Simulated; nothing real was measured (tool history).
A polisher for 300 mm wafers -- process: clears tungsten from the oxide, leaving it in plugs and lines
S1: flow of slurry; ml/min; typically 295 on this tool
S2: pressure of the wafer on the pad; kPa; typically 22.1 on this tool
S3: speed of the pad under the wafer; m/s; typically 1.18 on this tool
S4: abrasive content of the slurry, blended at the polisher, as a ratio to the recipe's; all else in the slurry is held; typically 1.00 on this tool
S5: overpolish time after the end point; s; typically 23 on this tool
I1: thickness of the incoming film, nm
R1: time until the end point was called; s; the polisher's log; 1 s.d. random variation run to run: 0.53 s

run	hour	S1	S2	S3	S4	S5	I1	R1
1	0.0	295	22.1	1.38	1.00	23	352.9	53.9
# hour 128.0: worn pad replaced by a new one
# hour 153.5: slurry nozzle cleaned
2	165.7	295	22.1	1.38	1.00	23	365.1	53.7
# hour 176.7: slurry blender recalibrated
3	203.0	295	22.1	1.18	1.00	23	363.5	58.8
# hour 238.4: slurry tank refilled with fresh slurry and peroxide
# hour 359.6: head pressure recalibrated
# hour 442.0: worn pad replaced by a new one
# hour 478.3: slurry blender recalibrated
4	502.1	295	22.1	1.18	1.00	23	364.0	60.2
# hour 559.0: slurry nozzle cleaned
# hour 560.4: slurry tank refilled with fresh slurry and peroxide
5	592.0	295	22.1	1.18	1.00	23	359.0	60.4
6	640.2	295	22.1	1.18	1.00	23	360.0	61.8
7	685.8	295	22.1	1.18	1.00	23	362.0	63.0
8	763.9	295	22.1	1.18	1.00	23	360.4	66.0
# hour 810.8: worn pad replaced by a new one
9	833.8	295	22.1	1.02	1.00	23	362.7	65.3
# hour 859.8: slurry blender recalibrated
# hour 867.5: slurry tank refilled with fresh slurry and peroxide
10	922.8	295	22.1	1.18	1.00	23	355.7	57.6
# hour 924.6: slurry nozzle cleaned
11	990.8	200	24.1	1.18	0.70	29	366.3	65.7
12	1095.5	295	22.1	1.44	1.00	23	360.4	54.8
13	1133.4	295	28.3	1.18	0.75	23	353.8	53.2
14	1189.7	260	22.1	0.96	1.10	13	356.0	73.8
# hour 1194.9: worn pad replaced by a new one
# hour 1212.0: slurry tank refilled with fresh slurry and peroxide
15	1240.6	295	22.1	1.18	1.00	23	356.1	57.3
# hour 1251.3: slurry blender recalibrated
# hour 1297.5: slurry nozzle cleaned
16	1323.8	295	22.1	1.18	1.00	23	354.2	56.5
# hour 1355.6: head pressure recalibrated
17	1427.7	350	26.9	1.18	1.00	23	355.3	50.0
# hour 1510.2: worn pad replaced by a new one
# hour 1527.5: slurry tank refilled with fresh slurry and peroxide
18	1528.0	240	22.1	1.18	1.15	23	361.5	58.5
# hour 1600.3: slurry blender recalibrated
19	1616.6	295	22.1	1.18	1.00	23	357.7	58.9
# hour 1709.7: slurry nozzle cleaned
20	1714.4	370	22.1	1.18	1.00	23	359.2	60.4
21	1773.7	205	22.1	1.18	0.70	15	358.5	71.1

What if the next run were any one of these 5? Each begins from the tool's condition after run 21:
A	1774.1	295	22.1	1.18	1.00	23	353.0	?
B	1774.1	295	15.9	1.28	0.75	15	353.0	?
C	1774.1	205	22.1	1.18	1.00	35	353.0	?
D	1774.1	265	22.1	1.18	1.25	19	353.0	?
E	1774.1	295	22.1	1.46	1.00	23	353.0	?

run	R1
A	60.7
B	87.1
C	63.5
D	57.6
E	52.6
With the hidden condition removed and each run's random variation left untouched, the same runs would have given:
run	R1
A	57.6
B	82.7
C	60.3
D	54.7
E	49.9

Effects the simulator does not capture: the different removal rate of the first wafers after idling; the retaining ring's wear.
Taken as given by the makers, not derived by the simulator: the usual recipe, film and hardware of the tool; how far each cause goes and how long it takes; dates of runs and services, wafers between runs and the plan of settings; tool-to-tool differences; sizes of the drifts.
